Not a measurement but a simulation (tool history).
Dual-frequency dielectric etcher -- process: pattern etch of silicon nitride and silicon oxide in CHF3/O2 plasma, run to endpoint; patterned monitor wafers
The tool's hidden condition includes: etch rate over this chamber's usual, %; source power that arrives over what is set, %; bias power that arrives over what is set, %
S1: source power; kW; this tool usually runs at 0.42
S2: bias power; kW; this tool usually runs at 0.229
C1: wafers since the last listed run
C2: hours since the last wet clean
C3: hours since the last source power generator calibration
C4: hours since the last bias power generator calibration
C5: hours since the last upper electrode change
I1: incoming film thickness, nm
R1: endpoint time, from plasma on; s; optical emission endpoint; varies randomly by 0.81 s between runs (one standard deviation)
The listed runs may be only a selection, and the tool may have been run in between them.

{"run": 1, "hour": 0.0, "S1": 0.42, "S2": 0.229, "C1": 0, "C2": 393.6, "C3": 4244.4, "C4": 4317.3, "C5": 5257.4, "I1": 284.3, "R1": 189.4}
{"run": 2, "hour": 8.2, "S1": 0.42, "S2": 0.229, "C1": 51, "C2": 401.8, "C3": 4252.6, "C4": 4325.5, "C5": 5265.6, "I1": 282.2, "R1": 189.4}
{"run": 3, "hour": 20.4, "S1": 0.42, "S2": 0.229, "C1": 76, "C2": 414, "C3": 4264.8, "C4": 4337.7, "C5": 5277.8, "I1": 283.2, "R1": 189.1}
{"run": 4, "hour": 28.7, "S1": 0.42, "S2": 0.243, "C1": 51, "C2": 422.3, "C3": 4273.1, "C4": 4346, "C5": 5286.1, "I1": 279.7, "R1": 180.9}
{"run": 5, "hour": 37.0, "S1": 0.42, "S2": 0.243, "C1": 51, "C2": 430.6, "C3": 4281.4, "C4": 4354.3, "C5": 5294.4, "I1": 279.7, "R1": 181.3}
{"run": 6, "hour": 53.1, "S1": 0.42, "S2": 0.243, "C1": 100, "C2": 446.7, "C3": 4297.5, "C4": 4370.4, "C5": 5310.5, "I1": 282.1, "R1": 184.1}
{"hour": 110.1, "done": "upper electrode replaced"}
{"run": 7, "hour": 110.6, "S1": 0.45, "S2": 0.196, "C1": 209, "C2": 504.2, "C3": 4355, "C4": 4427.9, "C5": 0.5, "I1": 278.7, "R1": 191.9}
{"run": 8, "hour": 110.9, "S1": 0.45, "S2": 0.272, "C1": 1, "C2": 504.5, "C3": 4355.3, "C4": 4428.2, "C5": 0.8, "I1": 278.1, "R1": 162.1}
{"run": 9, "hour": 122.9, "S1": 0.46, "S2": 0.209, "C1": 75, "C2": 516.5, "C3": 4367.3, "C4": 4440.2, "C5": 12.8, "I1": 282.7, "R1": 187.3}
{"run": 10, "hour": 136.3, "S1": 0.42, "S2": 0.229, "C1": 83, "C2": 529.9, "C3": 4380.7, "C4": 4453.6, "C5": 26.2, "I1": 280.2, "R1": 184.2}
{"hour": 155.6, "done": "bias power generator calibrated"}
{"hour": 162.9, "done": "wet clean of the chamber"}
{"hour": 163.7, "done": "source power generator calibrated"}
{"run": 11, "hour": 164.2, "S1": 0.45, "S2": 0.187, "C1": 98, "C2": 1.3, "C3": 0.5, "C4": 8.6, "C5": 54.1, "I1": 281.5, "R1": 206.1}
{"run": 12, "hour": 166.7, "S1": 0.52, "S2": 0.229, "C1": 15, "C2": 3.8, "C3": 3, "C4": 11.1, "C5": 56.6, "I1": 281.7, "R1": 175.6}
{"run": 13, "hour": 177.7, "S1": 0.45, "S2": 0.249, "C1": 68, "C2": 14.8, "C3": 14, "C4": 22.1, "C5": 67.6, "I1": 278.8, "R1": 177.9}
{"run": 14, "hour": 193.3, "S1": 0.42, "S2": 0.229, "C1": 97, "C2": 30.4, "C3": 29.6, "C4": 37.7, "C5": 83.2, "I1": 281.4, "R1": 192.9}
{"run": 15, "hour": 207.2, "S1": 0.51, "S2": 0.185, "C1": 86, "C2": 44.3, "C3": 43.5, "C4": 51.6, "C5": 97.1, "I1": 279.6, "R1": 193.9}

Exercise: give the hidden state of the tool at every run:
source power that arrives over what is set, %: 0 across all the runs
bias power that arrives over what is set, %: 0 across all the runs
H1: etch rate over this chamber's usual, %
run=1 H1=3.29
run=2 H1=3.38
run=3 H1=3.5
run=4 H1=3.59
run=5 H1=3.68
run=6 H1=3.84
run=7 H1=4.44
run=8 H1=4.44
run=9 H1=4.57
run=10 H1=4.71
run=11 H1=0.42
run=12 H1=0.446
run=13 H1=0.56
run=14 H1=0.722
run=15 H1=0.866

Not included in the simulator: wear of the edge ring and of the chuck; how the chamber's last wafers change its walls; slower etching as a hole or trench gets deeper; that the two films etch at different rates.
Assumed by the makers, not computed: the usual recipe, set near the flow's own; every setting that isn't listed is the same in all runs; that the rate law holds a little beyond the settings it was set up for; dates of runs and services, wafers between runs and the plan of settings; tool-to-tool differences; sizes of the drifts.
